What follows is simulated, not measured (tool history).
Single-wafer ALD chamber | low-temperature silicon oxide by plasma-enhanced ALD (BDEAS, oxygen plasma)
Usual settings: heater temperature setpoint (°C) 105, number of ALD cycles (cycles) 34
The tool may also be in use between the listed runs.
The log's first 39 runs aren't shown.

run,hour,heater temperature setpoint (°C),number of ALD cycles (cycles),"read-back reference wafer on the same gauge, thickness_nm",mean film thickness on the monitor wafer (angstrom)
40,961.1,111,36,4.570,48.57
41,978.7,105,28,4.570,38.33
42,1002.2,100,29,4.570,40.13
43,1038.0,105,34,4.569,46.67
44,1073.5,117,28,4.574,37.35
45,1089.9,115,34,4.572,45.71
46,1122.7,105,34,4.570,46.76
47,1152.0,91,36,4.568,51.98
48,1179.3,105,36,4.568,49.37

3 ways to go on from here, each from the tool as it stands after run 48. What would each give?
A,1179.8,117,34,?,?
B,1179.8,99,34,?,?
C,1179.8,114,38,?,?

run,"read-back reference wafer on the same gauge, thickness_nm",mean film thickness on the monitor wafer (angstrom)
A,4.567,45.40
B,4.567,47.29
C,4.567,51.06
Without the tool's hidden state the same runs would have given:
run,mean film thickness on the monitor wafer (angstrom)
A,45.40
B,47.29
C,51.06
